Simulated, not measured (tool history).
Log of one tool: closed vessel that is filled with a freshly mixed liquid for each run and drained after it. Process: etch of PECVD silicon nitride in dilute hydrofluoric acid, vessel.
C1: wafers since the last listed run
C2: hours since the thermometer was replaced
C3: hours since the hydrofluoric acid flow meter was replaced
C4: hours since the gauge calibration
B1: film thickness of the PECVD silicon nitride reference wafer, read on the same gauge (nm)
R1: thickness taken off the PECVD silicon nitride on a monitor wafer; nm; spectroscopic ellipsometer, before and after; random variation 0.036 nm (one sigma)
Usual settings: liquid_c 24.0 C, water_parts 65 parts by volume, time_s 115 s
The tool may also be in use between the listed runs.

{"run": 1, "hour": 0.0, "liquid_c": 25.5, "water_parts": 65, "time_s": 115, "C1": 0, "C2": 2218.0, "C3": 819.8, "C4": 557.2, "B1": 139.979, "R1": 5.285}
{"run": 2, "hour": 27.1, "liquid_c": 25.5, "water_parts": 65, "time_s": 115, "C1": 1858, "C2": 2245.1, "C3": 846.9, "C4": 584.3, "B1": 140.031, "R1": 5.252}
{"run": 3, "hour": 93.8, "liquid_c": 25.5, "water_parts": 65, "time_s": 115, "C1": 4574, "C2": 2311.8, "C3": 913.6, "C4": 651.0, "B1": 140.01, "R1": 5.224}
{"run": 4, "hour": 133.7, "liquid_c": 24.0, "water_parts": 65, "time_s": 155, "C1": 2736, "C2": 2351.7, "C3": 953.5, "C4": 690.9, "B1": 139.998, "R1": 6.325}
{"run": 5, "hour": 198.0, "liquid_c": 24.0, "water_parts": 65, "time_s": 155, "C1": 4409, "C2": 2416.0, "C3": 1017.8, "C4": 755.2, "B1": 139.984, "R1": 6.358}
{"run": 6, "hour": 227.6, "liquid_c": 24.0, "water_parts": 65, "time_s": 155, "C1": 2030, "C2": 2445.6, "C3": 1047.4, "C4": 784.8, "B1": 139.974, "R1": 6.305}
{"run": 7, "hour": 297.6, "liquid_c": 24.0, "water_parts": 65, "time_s": 115, "C1": 4800, "C2": 2515.6, "C3": 1117.4, "C4": 854.8, "B1": 139.965, "R1": 4.66}
{"run": 8, "hour": 327.6, "liquid_c": 24.0, "water_parts": 65, "time_s": 70, "C1": 2057, "C2": 2545.6, "C3": 1147.4, "C4": 884.8, "B1": 140.018, "R1": 2.864}
{"run": 9, "hour": 392.5, "liquid_c": 24.0, "water_parts": 65, "time_s": 70, "C1": 4451, "C2": 2610.5, "C3": 1212.3, "C4": 949.7, "B1": 139.99, "R1": 2.856}
{"run": 10, "hour": 430.4, "liquid_c": 24.0, "water_parts": 65, "time_s": 70, "C1": 2599, "C2": 2648.4, "C3": 1250.2, "C4": 987.6, "B1": 139.989, "R1": 2.851}
{"run": 11, "hour": 498.3, "liquid_c": 24.0, "water_parts": 65, "time_s": 115, "C1": 4656, "C2": 2716.3, "C3": 1318.1, "C4": 1055.5, "B1": 140.017, "R1": 4.695}
{"run": 12, "hour": 551.9, "liquid_c": 24.0, "water_parts": 65, "time_s": 115, "C1": 3676, "C2": 2769.9, "C3": 1371.7, "C4": 1109.1, "B1": 140.006, "R1": 4.717}
{"run": 13, "hour": 623.6, "liquid_c": 24.0, "water_parts": 65, "time_s": 115, "C1": 4917, "C2": 2841.6, "C3": 1443.4, "C4": 1180.8, "B1": 139.989, "R1": 4.738}
{"hour": 642.5, "done": "hydrofluoric acid flow meter replaced"}
{"hour": 647.8, "done": "thermometer replaced"}
{"run": 14, "hour": 664.1, "liquid_c": 24.0, "water_parts": 65, "time_s": 115, "C1": 2640, "C2": 16.3, "C3": 21.6, "C4": 1221.3, "B1": 140.032, "R1": 4.565}
{"run": 15, "hour": 717.0, "liquid_c": 25.5, "water_parts": 65, "time_s": 115, "C1": 3628, "C2": 69.2, "C3": 74.5, "C4": 1274.2, "B1": 140.018, "R1": 5.052}
{"run": 16, "hour": 763.0, "liquid_c": 24.0, "water_parts": 65, "time_s": 115, "C1": 3154, "C2": 115.2, "C3": 120.5, "C4": 1320.2, "B1": 139.967, "R1": 4.562}
{"run": 17, "hour": 806.3, "liquid_c": 26.5, "water_parts": 65, "time_s": 115, "C1": 2969, "C2": 158.5, "C3": 163.8, "C4": 1363.5, "B1": 139.985, "R1": 5.405}
{"run": 18, "hour": 832.2, "liquid_c": 22.5, "water_parts": 40, "time_s": 65, "C1": 1776, "C2": 184.4, "C3": 189.7, "C4": 1389.4, "B1": 139.998, "R1": 3.695}
{"run": 19, "hour": 876.4, "liquid_c": 25.5, "water_parts": 75, "time_s": 85, "C1": 3031, "C2": 228.6, "C3": 233.9, "C4": 1433.6, "B1": 139.999, "R1": 3.253}
{"run": 20, "hour": 936.1, "liquid_c": 20.5, "water_parts": 80, "time_s": 70, "C1": 4094, "C2": 288.3, "C3": 293.6, "C4": 1493.3, "B1": 139.971, "R1": 1.752}
{"hour": 1087.4, "done": "gauge calibrated"}
{"run": 21, "hour": 1112.1, "liquid_c": 22.0, "water_parts": 95, "time_s": 115, "C1": 12070, "C2": 464.3, "C3": 469.6, "C4": 24.7, "B1": 139.997, "R1": 2.693}
{"run": 22, "hour": 1180.7, "liquid_c": 24.0, "water_parts": 40, "time_s": 150, "C1": 4704, "C2": 532.9, "C3": 538.2, "C4": 93.3, "B1": 140.042, "R1": 9.582}
{"run": 23, "hour": 1237.0, "liquid_c": 24.0, "water_parts": 65, "time_s": 45, "C1": 3861, "C2": 589.2, "C3": 594.5, "C4": 149.6, "B1": 140.009, "R1": 1.767}
{"run": 24, "hour": 1285.7, "liquid_c": 19.5, "water_parts": 65, "time_s": 55, "C1": 3339, "C2": 637.9, "C3": 643.2, "C4": 198.3, "B1": 140.018, "R1": 1.589}
{"run": 25, "hour": 1352.2, "liquid_c": 20.5, "water_parts": 85, "time_s": 150, "C1": 4560, "C2": 704.4, "C3": 709.7, "C4": 264.8, "B1": 140.044, "R1": 3.625}
{"run": 26, "hour": 1413.9, "liquid_c": 24.0, "water_parts": 65, "time_s": 115, "C1": 4231, "C2": 766.1, "C3": 771.4, "C4": 326.5, "B1": 139.995, "R1": 4.515}
{"run": 27, "hour": 1439.1, "liquid_c": 24.0, "water_parts": 65, "time_s": 115, "C1": 1728, "C2": 791.3, "C3": 796.6, "C4": 351.7, "B1": 139.958, "R1": 4.527}
{"run": 28, "hour": 1502.5, "liquid_c": 24.0, "water_parts": 65, "time_s": 115, "C1": 4348, "C2": 854.7, "C3": 860.0, "C4": 415.1, "B1": 140.001, "R1": 4.515}
{"run": 29, "hour": 1572.2, "liquid_c": 24.0, "water_parts": 55, "time_s": 165, "C1": 4780, "C2": 924.4, "C3": 929.7, "C4": 484.8, "B1": 140.023, "R1": 7.514}
{"run": 30, "hour": 1619.3, "liquid_c": 24.0, "water_parts": 95, "time_s": 140, "C1": 3230, "C2": 971.5, "C3": 976.8, "C4": 531.9, "B1": 140.012, "R1": 3.764}
{"run": 31, "hour": 1658.5, "liquid_c": 24.0, "water_parts": 65, "time_s": 115, "C1": 2688, "C2": 1010.7, "C3": 1016.0, "C4": 571.1, "B1": 139.985, "R1": 4.499}

5 ways to go on from here, each from the tool as it stands after run 31. What would each give?
{"run": "A", "hour": 1659.2, "liquid_c": 21.0, "water_parts": 65, "time_s": 115, "C1": 48, "C2": 1011.4, "C3": 1016.7, "C4": 571.8, "B1": "?", "R1": "?"}
{"run": "B", "hour": 1659.2, "liquid_c": 24.0, "water_parts": 35, "time_s": 140, "C1": 48, "C2": 1011.4, "C3": 1016.7, "C4": 571.8, "B1": "?", "R1": "?"}
{"run": "C", "hour": 1659.2, "liquid_c": 20.0, "water_parts": 95, "time_s": 85, "C1": 48, "C2": 1011.4, "C3": 1016.7, "C4": 571.8, "B1": "?", "R1": "?"}
{"run": "D", "hour": 1659.2, "liquid_c": 24.0, "water_parts": 65, "time_s": 170, "C1": 48, "C2": 1011.4, "C3": 1016.7, "C4": 571.8, "B1": "?", "R1": "?"}
{"run": "E", "hour": 1659.2, "liquid_c": 24.0, "water_parts": 65, "time_s": 75, "C1": 48, "C2": 1011.4, "C3": 1016.7, "C4": 571.8, "B1": "?", "R1": "?"}

run=A B1=140.015 R1=3.705
run=B B1=140.015 R1=10.119
run=C B1=140.015 R1=1.765
run=D B1=140.015 R1=6.702
run=E B1=140.015 R1=2.957
Without the tool's hidden state the same runs would have given:
run=A R1=3.701
run=B R1=10.110
run=C R1=1.763
run=D R1=6.703
run=E R1=2.957
